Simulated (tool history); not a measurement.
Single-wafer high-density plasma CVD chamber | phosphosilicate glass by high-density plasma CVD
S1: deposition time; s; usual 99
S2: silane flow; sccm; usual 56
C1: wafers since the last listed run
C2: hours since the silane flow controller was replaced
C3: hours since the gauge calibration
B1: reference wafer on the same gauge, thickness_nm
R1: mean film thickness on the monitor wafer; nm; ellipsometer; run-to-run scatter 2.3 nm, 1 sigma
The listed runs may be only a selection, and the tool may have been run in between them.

{"run": 1, "hour": 0.0, "S1": 105.1, "S2": 56, "C1": 0, "C2": 1485, "C3": 88.1, "B1": 522.916, "R1": 692.159}
{"run": 2, "hour": 6.6, "S1": 105.1, "S2": 56, "C1": 95, "C2": 1491.6, "C3": 94.7, "B1": 522.969, "R1": 692.774}
{"run": 3, "hour": 14.3, "S1": 105.1, "S2": 56, "C1": 110, "C2": 1499.3, "C3": 102.4, "B1": 522.154, "R1": 686.507}
{"run": 4, "hour": 29.9, "S1": 99, "S2": 56, "C1": 224, "C2": 1514.9, "C3": 118, "B1": 523.131, "R1": 649.708}
{"run": 5, "hour": 37.4, "S1": 99, "S2": 56, "C1": 108, "C2": 1522.4, "C3": 125.5, "B1": 522.02, "R1": 652.448}
{"run": 6, "hour": 45.9, "S1": 99, "S2": 56, "C1": 122, "C2": 1530.9, "C3": 134, "B1": 522.955, "R1": 651.038}
{"run": 7, "hour": 62.8, "S1": 99, "S2": 56, "C1": 243, "C2": 1547.8, "C3": 150.9, "B1": 522.646, "R1": 653.8}
{"run": 8, "hour": 80.1, "S1": 99, "S2": 56, "C1": 249, "C2": 1565.1, "C3": 168.2, "B1": 523.857, "R1": 648.596}
{"run": 9, "hour": 91.6, "S1": 108, "S2": 56, "C1": 165, "C2": 1576.6, "C3": 179.7, "B1": 522.909, "R1": 713.919}
{"run": 10, "hour": 104.5, "S1": 99, "S2": 56, "C1": 185, "C2": 1589.5, "C3": 192.6, "B1": 523.29, "R1": 656.075}
{"run": 11, "hour": 120.1, "S1": 99, "S2": 56, "C1": 224, "C2": 1605.1, "C3": 208.2, "B1": 523.43, "R1": 657.543}
{"run": 12, "hour": 134.3, "S1": 99, "S2": 56, "C1": 204, "C2": 1619.3, "C3": 222.4, "B1": 523.116, "R1": 651.431}
{"run": 13, "hour": 142.6, "S1": 99, "S2": 56, "C1": 119, "C2": 1627.6, "C3": 230.7, "B1": 522.399, "R1": 657.141}
{"run": 14, "hour": 160.5, "S1": 99, "S2": 56, "C1": 257, "C2": 1645.5, "C3": 248.6, "B1": 522.312, "R1": 657.035}
{"run": 15, "hour": 176.8, "S1": 99, "S2": 56, "C1": 234, "C2": 1661.8, "C3": 264.9, "B1": 523.278, "R1": 657.355}
{"hour": 223.3, "done": "silane flow controller replaced"}
{"run": 16, "hour": 227.3, "S1": 105.6, "S2": 56, "C1": 612, "C2": 4, "C3": 315.4, "B1": 523.034, "R1": 660.212}
{"run": 17, "hour": 237.3, "S1": 99, "S2": 56, "C1": 144, "C2": 14, "C3": 325.4, "B1": 523.064, "R1": 619.542}
{"run": 18, "hour": 283.2, "S1": 91, "S2": 56, "C1": 661, "C2": 59.9, "C3": 371.3, "B1": 523.077, "R1": 571.175}
{"run": 19, "hour": 308.4, "S1": 99, "S2": 56, "C1": 363, "C2": 85.1, "C3": 396.5, "B1": 523.077, "R1": 622.425}
{"run": 20, "hour": 322.5, "S1": 81.2, "S2": 65, "C1": 203, "C2": 99.2, "C3": 410.6, "B1": 523.621, "R1": 589.013}
{"run": 21, "hour": 333.8, "S1": 109, "S2": 62, "C1": 162, "C2": 110.5, "C3": 421.9, "B1": 523.412, "R1": 751.662}
{"run": 22, "hour": 349.6, "S1": 81.9, "S2": 59, "C1": 227, "C2": 126.3, "C3": 437.7, "B1": 523.792, "R1": 540.248}
{"run": 23, "hour": 365.6, "S1": 99, "S2": 56, "C1": 230, "C2": 142.3, "C3": 453.7, "B1": 522.752, "R1": 617.209}
{"run": 24, "hour": 382.9, "S1": 83.7, "S2": 56, "C1": 249, "C2": 159.6, "C3": 471, "B1": 523.106, "R1": 527.208}
{"hour": 389.3, "done": "gauge calibrated"}
{"run": 25, "hour": 396.3, "S1": 81.7, "S2": 66, "C1": 193, "C2": 173, "C3": 7, "B1": 523.01, "R1": 604.618}
{"run": 26, "hour": 409.1, "S1": 80.1, "S2": 56, "C1": 184, "C2": 185.8, "C3": 19.8, "B1": 524.027, "R1": 500.59}
{"run": 27, "hour": 422.3, "S1": 112.5, "S2": 46, "C1": 190, "C2": 199, "C3": 33, "B1": 522.921, "R1": 578.21}
{"run": 28, "hour": 436.0, "S1": 99, "S2": 56, "C1": 197, "C2": 212.7, "C3": 46.7, "B1": 522.128, "R1": 620.129}
{"run": 29, "hour": 448.1, "S1": 99, "S2": 56, "C1": 174, "C2": 224.8, "C3": 58.8, "B1": 522.864, "R1": 619.243}
{"run": 30, "hour": 460.6, "S1": 88.5, "S2": 63, "C1": 180, "C2": 237.3, "C3": 71.3, "B1": 522.678, "R1": 620.271}
{"run": 31, "hour": 497.1, "S1": 91.9, "S2": 48, "C1": 525, "C2": 273.8, "C3": 107.8, "B1": 522.645, "R1": 489.978}
{"run": 32, "hour": 507.8, "S1": 83.7, "S2": 56, "C1": 154, "C2": 284.5, "C3": 118.5, "B1": 523.003, "R1": 523.384}
{"run": 33, "hour": 517.2, "S1": 113.7, "S2": 47, "C1": 135, "C2": 293.9, "C3": 127.9, "B1": 523.626, "R1": 597.85}
{"run": 34, "hour": 525.3, "S1": 104.1, "S2": 46, "C1": 116, "C2": 302, "C3": 136, "B1": 522.105, "R1": 537.852}
{"run": 35, "hour": 536.9, "S1": 88.1, "S2": 63, "C1": 167, "C2": 313.6, "C3": 147.6, "B1": 523.259, "R1": 618.442}
{"run": 36, "hour": 548.5, "S1": 84, "S2": 61, "C1": 167, "C2": 325.2, "C3": 159.2, "B1": 522.987, "R1": 572.188}

Alternative continuations, all from the tool just after run 36; predict every row:
{"run": "A", "hour": 548.9, "S1": 99, "S2": 53, "C1": 5, "C2": 325.6, "C3": 159.6, "B1": "?", "R1": "?"}
{"run": "B", "hour": 548.9, "S1": 108.3, "S2": 47, "C1": 5, "C2": 325.6, "C3": 159.6, "B1": "?", "R1": "?"}
{"run": "C", "hour": 548.9, "S1": 113.4, "S2": 50, "C1": 5, "C2": 325.6, "C3": 159.6, "B1": "?", "R1": "?"}

run=A B1=522.513 R1=586.633
run=B B1=522.513 R1=569.091
run=C B1=522.513 R1=633.926
With no hidden state in the tool, these same runs would have given:
run=A R1=586.389
run=B R1=568.855
run=C R1=633.663
